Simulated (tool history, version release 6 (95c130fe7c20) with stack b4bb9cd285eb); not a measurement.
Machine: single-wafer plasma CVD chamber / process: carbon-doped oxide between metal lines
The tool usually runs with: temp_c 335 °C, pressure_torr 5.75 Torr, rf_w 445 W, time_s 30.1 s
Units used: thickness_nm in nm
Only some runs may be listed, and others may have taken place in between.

| run | day | temp_c | pressure_torr | rf_w | time_s | read-back reference wafer on the same gauge, thickness_nm | thickness_nm |
|---|---|---|---|---|---|---|---|
| 1 | 0.000 | 335 | 5.75 | 395 | 34.3 | 185.097 | 164.725 |
| 2 | 1.517 | 335 | 5.75 | 395 | 34.3 | 185.197 | 166.193 |
|  | 3.629 | RF generator calibrated |
| 3 | 5.742 | 335 | 5.75 | 395 | 34.3 | 185.102 | 164.284 |
| 4 | 8.817 | 335 | 5.75 | 445 | 30.1 | 185.301 | 161.837 |
| 5 | 10.317 | 335 | 5.75 | 445 | 30.1 | 185.567 | 162.141 |
|  | 13.879 | thermocouple changed; heater temperature recalibrated |
| 6 | 13.938 | 335 | 5.75 | 445 | 30.1 | 185.452 | 161.760 |
| 7 | 17.842 | 335 | 5.75 | 445 | 30.1 | 185.495 | 162.338 |
| 8 | 22.158 | 335 | 5.75 | 445 | 30.1 | 185.267 | 164.378 |
| 9 | 24.058 | 335 | 5.10 | 360 | 25.2 | 185.269 | 108.405 |
|  | 24.417 | showerhead replaced |
| 10 | 28.400 | 322 | 5.75 | 445 | 25.0 | 185.580 | 143.567 |
| 11 | 30.375 | 335 | 5.02 | 445 | 34.7 | 185.670 | 183.620 |
| 12 | 31.971 | 335 | 5.75 | 445 | 30.1 | 185.354 | 162.980 |
| 13 | 34.288 | 325 | 5.75 | 370 | 30.1 | 185.650 | 142.748 |
| 14 | 38.262 | 335 | 4.85 | 445 | 30.1 | 185.488 | 158.748 |
| 15 | 41.867 | 335 | 6.34 | 470 | 30.1 | 185.250 | 172.564 |
|  | 43.471 | gauge calibrated |
| 16 | 44.225 | 349 | 4.45 | 475 | 24.4 | 180.822 | 124.600 |
| 17 | 45.783 | 335 | 5.75 | 445 | 30.1 | 180.333 | 157.447 |
| 18 | 49.879 | 335 | 5.75 | 445 | 30.1 | 181.376 | 160.590 |
| 19 | 53.892 | 335 | 6.25 | 520 | 32.1 | 181.722 | 194.810 |
|  | 57.750 | capacitance manometer re-zeroed and calibrated |
| 20 | 57.771 | 335 | 6.61 | 445 | 30.1 | 181.883 | 160.779 |
|  | 59.000 | thermocouple changed; heater temperature recalibrated |
| 21 | 61.062 | 326 | 5.75 | 445 | 30.1 | 181.863 | 165.971 |
| 22 | 65.071 | 335 | 5.75 | 445 | 30.1 | 182.597 | 162.523 |
| 23 | 67.642 | 335 | 4.35 | 445 | 30.1 | 182.760 | 153.809 |
| 24 | 71.158 | 327 | 7.14 | 380 | 33.3 | 183.127 | 161.638 |
| 25 | 74.262 | 335 | 5.75 | 445 | 30.1 | 183.347 | 159.477 |
|  | 75.650 | RF generator calibrated |
| 26 | 77.204 | 335 | 5.75 | 445 | 31.6 | 183.980 | 166.856 |
| 27 | 80.938 | 345 | 4.32 | 500 | 26.7 | 184.036 | 146.540 |
| 28 | 84.583 | 335 | 5.75 | 445 | 30.1 | 184.433 | 162.207 |

Alternative continuations, all from the tool just after run 28; predict every row:
| A | 84.600 | 335 | 5.75 | 445 | 34.6 | ? | ? |
| B | 84.600 | 335 | 5.75 | 445 | 24.2 | ? | ? |
| C | 84.600 | 328 | 7.08 | 385 | 27.9 | ? | ? |
| D | 84.600 | 335 | 5.28 | 380 | 30.1 | ? | ? |

| run | read-back reference wafer on the same gauge, thickness_nm | thickness_nm |
|---|---|---|
| A | 184.155 | 183.788 |
| B | 184.155 | 129.235 |
| C | 184.155 | 135.479 |
| D | 184.155 | 136.290 |
Had the tool no hidden state, the same runs would have come out as:
| run | thickness_nm |
|---|---|
| A | 179.983 |
| B | 126.560 |
| C | 132.674 |
| D | 133.468 |

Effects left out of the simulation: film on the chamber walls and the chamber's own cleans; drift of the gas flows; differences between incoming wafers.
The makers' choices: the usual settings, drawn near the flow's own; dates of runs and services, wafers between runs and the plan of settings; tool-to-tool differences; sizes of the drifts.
